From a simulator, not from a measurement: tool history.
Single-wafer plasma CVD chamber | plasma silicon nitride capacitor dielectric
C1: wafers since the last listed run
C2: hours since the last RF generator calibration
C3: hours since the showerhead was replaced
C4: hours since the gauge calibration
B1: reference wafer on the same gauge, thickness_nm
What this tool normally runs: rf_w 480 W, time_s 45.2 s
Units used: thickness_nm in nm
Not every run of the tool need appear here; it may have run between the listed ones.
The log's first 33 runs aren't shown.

{"run": 34, "hour": 1600.3, "rf_w": 405, "time_s": 42.0, "C1": 564, "C2": 270.7, "C3": 124.5, "C4": 275.7, "B1": 79.943, "thickness_nm": 61.04}
{"run": 35, "hour": 1644.8, "rf_w": 560, "time_s": 53.8, "C1": 697, "C2": 315.2, "C3": 169.0, "C4": 320.2, "B1": 80.081, "thickness_nm": 86.458}
{"run": 36, "hour": 1678.9, "rf_w": 410, "time_s": 45.2, "C1": 534, "C2": 349.3, "C3": 203.1, "C4": 354.3, "B1": 79.9, "thickness_nm": 65.865}
{"run": 37, "hour": 1717.9, "rf_w": 390, "time_s": 51.6, "C1": 611, "C2": 388.3, "C3": 242.1, "C4": 393.3, "B1": 79.996, "thickness_nm": 73.035}
{"run": 38, "hour": 1779.1, "rf_w": 560, "time_s": 53.0, "C1": 959, "C2": 449.5, "C3": 303.3, "C4": 454.5, "B1": 79.936, "thickness_nm": 85.737}
{"run": 39, "hour": 1849.5, "rf_w": 480, "time_s": 45.2, "C1": 1103, "C2": 519.9, "C3": 373.7, "C4": 524.9, "B1": 79.798, "thickness_nm": 69.219}
{"run": 40, "hour": 1918.8, "rf_w": 535, "time_s": 39.9, "C1": 1086, "C2": 589.2, "C3": 443.0, "C4": 594.2, "B1": 79.859, "thickness_nm": 63.114}
{"run": 41, "hour": 1971.5, "rf_w": 525, "time_s": 45.2, "C1": 826, "C2": 641.9, "C3": 495.7, "C4": 646.9, "B1": 79.856, "thickness_nm": 71.155}
{"run": 42, "hour": 2060.2, "rf_w": 435, "time_s": 50.4, "C1": 1390, "C2": 730.6, "C3": 584.4, "C4": 735.6, "B1": 80.025, "thickness_nm": 73.929}
{"run": 43, "hour": 2116.4, "rf_w": 440, "time_s": 49.5, "C1": 881, "C2": 786.8, "C3": 640.6, "C4": 791.8, "B1": 79.794, "thickness_nm": 73.01}

Branching from run 43: 5 alternative next runs. What would each branch give?
{"run": "A", "hour": 2116.8, "rf_w": 480, "time_s": 45.2, "C1": 6, "C2": 787.2, "C3": 641.0, "C4": 792.2, "B1": "?", "thickness_nm": "?"}
{"run": "B", "hour": 2116.8, "rf_w": 505, "time_s": 53.3, "C1": 6, "C2": 787.2, "C3": 641.0, "C4": 792.2, "B1": "?", "thickness_nm": "?"}
{"run": "C", "hour": 2116.8, "rf_w": 565, "time_s": 52.8, "C1": 6, "C2": 787.2, "C3": 641.0, "C4": 792.2, "B1": "?", "thickness_nm": "?"}
{"run": "D", "hour": 2116.8, "rf_w": 440, "time_s": 42.7, "C1": 6, "C2": 787.2, "C3": 641.0, "C4": 792.2, "B1": "?", "thickness_nm": "?"}
{"run": "E", "hour": 2116.8, "rf_w": 480, "time_s": 52.8, "C1": 6, "C2": 787.2, "C3": 641.0, "C4": 792.2, "B1": "?", "thickness_nm": "?"}

run=A B1=79.948 thickness_nm=68.499
run=B B1=79.948 thickness_nm=82.190
run=C B1=79.948 thickness_nm=84.572
run=D B1=79.948 thickness_nm=62.794
run=E B1=79.948 thickness_nm=80.017
Without the tool's hidden state the same runs would have given:
run=A thickness_nm=70.250
run=B thickness_nm=84.290
run=C thickness_nm=86.733
run=D thickness_nm=64.398
run=E thickness_nm=82.062
